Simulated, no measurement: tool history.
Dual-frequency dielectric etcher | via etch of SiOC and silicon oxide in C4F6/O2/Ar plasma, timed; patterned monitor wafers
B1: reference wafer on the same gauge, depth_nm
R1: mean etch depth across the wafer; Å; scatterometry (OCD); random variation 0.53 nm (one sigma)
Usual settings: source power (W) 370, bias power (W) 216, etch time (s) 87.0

{"run": 1, "day": 0.0, "source power (W)": 320, "bias power (W)": 216, "etch time (s)": 87.0, "B1": 90.7, "R1": 995}
{"run": 2, "day": 0.825, "source power (W)": 310, "bias power (W)": 216, "etch time (s)": 76.5, "B1": 90.5, "R1": 880}
{"run": 3, "day": 1.771, "source power (W)": 370, "bias power (W)": 216, "etch time (s)": 87.0, "B1": 90.6, "R1": 1046}
{"run": 4, "day": 2.8, "source power (W)": 370, "bias power (W)": 216, "etch time (s)": 87.0, "B1": 90.6, "R1": 1036}
{"run": 5, "day": 3.829, "source power (W)": 370, "bias power (W)": 216, "etch time (s)": 87.0, "B1": 90.9, "R1": 1034}
{"run": 6, "day": 4.692, "source power (W)": 370, "bias power (W)": 216, "etch time (s)": 87.0, "B1": 90.7, "R1": 1043}
{"day": 6.896, "done": "wet clean of the chamber"}
{"run": 7, "day": 6.917, "source power (W)": 370, "bias power (W)": 216, "etch time (s)": 87.0, "B1": 91.5, "R1": 1038}
{"run": 8, "day": 7.358, "source power (W)": 370, "bias power (W)": 216, "etch time (s)": 87.0, "B1": 91.4, "R1": 1049}
{"run": 9, "day": 8.404, "source power (W)": 370, "bias power (W)": 216, "etch time (s)": 87.0, "B1": 91.4, "R1": 1037}
{"run": 10, "day": 8.925, "source power (W)": 370, "bias power (W)": 216, "etch time (s)": 87.0, "B1": 91.7, "R1": 1050}
{"run": 11, "day": 9.567, "source power (W)": 370, "bias power (W)": 216, "etch time (s)": 87.0, "B1": 91.4, "R1": 1040}
{"run": 12, "day": 10.488, "source power (W)": 370, "bias power (W)": 216, "etch time (s)": 87.0, "B1": 91.6, "R1": 1042}
{"run": 13, "day": 11.421, "source power (W)": 370, "bias power (W)": 216, "etch time (s)": 87.0, "B1": 91.9, "R1": 1050}
{"day": 12.988, "done": "upper electrode replaced"}
{"run": 14, "day": 13.008, "source power (W)": 320, "bias power (W)": 249, "etch time (s)": 87.0, "B1": 92.0, "R1": 1101}
{"run": 15, "day": 13.179, "source power (W)": 370, "bias power (W)": 263, "etch time (s)": 87.0, "B1": 92.2, "R1": 1167}

The next listed run, before its measurement:
{"run": 16, "day": 14.288, "source power (W)": 370, "bias power (W)": 216, "etch time (s)": 87.0, "B1": "?", "R1": "?"}

B1: 92.4
R1: 1052 Å
Without the tool's hidden state the same run would have given R1 1015 Å.
